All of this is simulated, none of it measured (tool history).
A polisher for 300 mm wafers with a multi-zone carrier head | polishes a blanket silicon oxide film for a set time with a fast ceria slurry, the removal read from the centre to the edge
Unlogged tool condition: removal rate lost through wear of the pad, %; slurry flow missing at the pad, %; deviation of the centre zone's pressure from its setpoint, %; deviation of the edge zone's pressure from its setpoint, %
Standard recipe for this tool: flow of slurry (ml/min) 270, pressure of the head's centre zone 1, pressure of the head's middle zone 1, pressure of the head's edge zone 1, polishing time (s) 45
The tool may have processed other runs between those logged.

run,hour,flow of slurry (ml/min),pressure of the head's centre zone,pressure of the head's middle zone,pressure of the head's edge zone,polishing time (s),wafers since the last listed run,wafers polished on this pad,hours since the slurry nozzle was cleaned,hours since the centre zone pressure was calibrated,hours since the edge zone pressure was calibrated,hours since the carrier head's membrane was replaced,"incoming thickness of the incoming film, nm",film removed at the wafer's centre (angstrom),film removed at mid-radius (angstrom),film removed at the wafer's edge (angstrom)
1,0,270,1,1,1,35,0,1142,532.4,1211.1,1314.5,853.6,2477.6,7884,7646,7672
# hour 6.4: worn pad replaced by a new one
2,16.3,270,1,1,1,35,80,65,548.7,1227.4,1330.8,869.9,2509.8,7826,8004,7680
3,23.5,270,1,1,1,35,47,112,555.9,1234.6,1338,877.1,2501,7789,7845,7620
4,37.8,270,1,1.09,1,45,93,206,570.2,1248.9,1352.3,891.4,2546.2,10034,10783,9983
5,44.5,270,1,1.09,1,45,43,250,576.9,1255.6,1359,898.1,2513.2,10197,10825,9630
6,81.1,270,1,1.09,1,45,240,490,613.5,1292.2,1395.6,934.7,2501.6,9964,10323,9963
7,90.5,270,1,1,1,45,61,552,622.9,1301.6,1405,944.1,2543.1,10059,10055,9747
8,108.4,270,1,1,1,45,117,669,640.8,1319.5,1422.9,962,2516.2,10038,9818,9847
9,114.7,270,1,1,1,45,41,711,647.1,1325.8,1429.2,968.3,2554.8,10013,9875,9836
# hour 127.4: carrier head's membrane replaced by a new one
# hour 130.8: edge zone pressure recalibrated
10,131.3,270,1,1,1,50,63,774,663.7,1342.4,0.5,3.9,2525.7,11168,11434,10792
11,138,270,1,1,1,35,43,818,670.4,1349.1,7.2,10.6,2535,7851,7651,7620
# hour 140.5: centre zone pressure recalibrated
12,154.5,270,1,1,1,45,95,913,686.9,14,23.7,27.1,2536,10083,9953,9788
# hour 170.1: slurry nozzle cleaned
13,172,310,1,1,1,45,108,1021,1.9,31.5,41.2,44.6,2528,10183,9991,10048
# hour 183.3: worn pad replaced by a new one
14,184.6,180,1.06,0.96,1,34,56,8,14.5,44.1,53.8,57.2,2551.5,7782,7100,7378
15,202.3,270,1,1.09,1,45,116,124,32.2,61.8,71.5,74.9,2522.4,10170,10565,9985
16,218.3,270,0.93,1,1,45,105,229,48.2,77.8,87.5,90.9,2501.2,9387,10057,9571
17,230.8,270,1,1,1,49,82,311,60.7,90.3,100,103.4,2543.8,11002,11043,10986
18,245,270,1.04,1,1.08,45,93,405,74.9,104.5,114.2,117.6,2496.8,10487,9814,10068

4 options for the next run, each taken on its own from the tool as it stands now. Forecast them:
A,245.4,270,1,1,1,45,2,407,75.3,104.9,114.6,118,2511.2,?,?,?
B,245.4,195,1,1,1.11,45,2,407,75.3,104.9,114.6,118,2511.2,?,?,?
C,245.4,245,1,1.08,1.12,53,2,407,75.3,104.9,114.6,118,2511.2,?,?,?
D,245.4,320,1,1,1.06,45,2,407,75.3,104.9,114.6,118,2511.2,?,?,?

run,film removed at the wafer's centre (angstrom),film removed at mid-radius (angstrom),film removed at the wafer's edge (angstrom)
A,10051,10039,10164
B,9708,9729,10419
C,11731,12511,12520
D,10209,10181,10550
Stripped of hidden state, with their random variation kept, the same runs would have yielded:
run,film removed at the wafer's centre (angstrom),film removed at mid-radius (angstrom),film removed at the wafer's edge (angstrom)
A,10051,10039,10164
B,9708,9729,10419
C,11731,12511,12520
D,10209,10181,10550
